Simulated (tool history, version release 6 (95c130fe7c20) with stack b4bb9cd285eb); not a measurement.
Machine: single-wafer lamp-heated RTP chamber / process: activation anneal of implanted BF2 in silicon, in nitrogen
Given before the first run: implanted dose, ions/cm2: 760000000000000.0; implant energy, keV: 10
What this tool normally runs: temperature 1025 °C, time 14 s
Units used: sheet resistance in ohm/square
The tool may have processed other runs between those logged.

run	hour	temperature	time	wafers since the last listed run	wafers since the last pyrometer calibration	wafers since the reflector plate was cleaned	hours since the gauge calibration	read-back reference wafer on the same gauge, sheet resistance	sheet resistance
1	0.0	1025	14	0	4894	12556	767.1	275.81	255.12
# hour 32.7: reflector plate cleaned
2	69.9	1025	14	1602	6496	963	837.0	275.97	261.60
# hour 128.7: pyrometer window cleaned and pyrometer calibrated
3	129.2	1025	14	1328	13	2291	896.3	276.02	264.30
4	191.3	1025	14	1607	1620	3898	958.4	275.79	262.84
5	229.2	1025	14	981	2602	4879	996.3	276.23	261.86
6	266.6	1025	14	968	3570	5848	1033.7	275.92	260.72
7	318.8	1025	14	1351	4921	7199	1085.9	276.43	262.26
8	384.7	1025	14	1705	6627	8905	1151.8	276.06	260.80
# hour 426.9: pyrometer window cleaned and pyrometer calibrated
9	431.7	1006	17	1009	125	9915	1198.8	275.80	279.82
10	469.7	1011	14	983	1108	10898	1236.8	275.62	275.83
11	529.9	1025	14	1558	2667	12457	1297.0	275.91	254.91
# hour 543.2: gauge calibrated
# hour 578.2: reflector plate cleaned
12	584.3	1025	14	1201	3868	157	41.1	275.98	262.61
13	647.5	1025	14	1636	5504	1793	104.3	276.05	262.44
# hour 711.7: pyrometer window cleaned and pyrometer calibrated
14	712.2	1025	14	1467	11	3261	169.0	275.95	264.50
15	734.1	1004	17	566	578	3828	190.9	276.10	284.72
16	801.7	1039	19	1750	2328	5578	258.5	275.48	230.48
17	843.4	1025	14	1079	3408	6657	300.2	275.76	258.03
18	892.3	1025	14	1265	4674	7923	349.1	276.17	258.73
19	941.4	997	6	1271	5945	9194	398.2	276.06	353.01
# hour 958.3: pyrometer window cleaned and pyrometer calibrated
20	973.8	1000	10	631	401	9826	430.6	275.92	314.43
21	1026.6	1004	17	1366	1768	11193	483.4	276.06	276.95
22	1057.6	1025	14	802	2571	11995	514.4	276.24	255.24
23	1094.7	1047	20	960	3531	12956	551.5	276.01	216.95
# hour 1143.0: reflector plate cleaned
24	1150.1	1025	14	1227	4758	184	606.9	275.79	262.27
25	1213.9	1040	17	1651	6410	1836	670.7	276.12	235.91
# hour 1268.2: pyrometer window cleaned and pyrometer calibrated
26	1268.7	1048	21	1211	12	3047	725.5	276.05	218.45
27	1305.4	1008	22	950	962	3997	762.2	275.91	267.78
28	1347.5	1000	10	1089	2052	5087	804.3	276.30	319.61
29	1416.6	1044	20	1788	3841	6876	873.4	275.87	224.05

Exercise: give the hidden state of the tool at every run:
true wafer temperature minus pyrometer reading, K: 0, the same for each run
gauge reads high (%): 0, the same for each run
H1: wafer temperature error from the tarnished reflector plate, K
run	H1
1	5.91
2	0.333
3	0.522
4	0.899
5	1.22
6	1.6
7	2.25
8	3.25
9	4.09
10	4.84
11	6.18
12	0.712
13	0.826
14	1.14
15	1.29
16	1.9
17	2.38
18	3.06
19	3.85
20	4.43
21	5.49
22	6.17
23	7.05
24	0.788
25	0.906
26	1.16
27	1.41
28	1.78
29	2.57
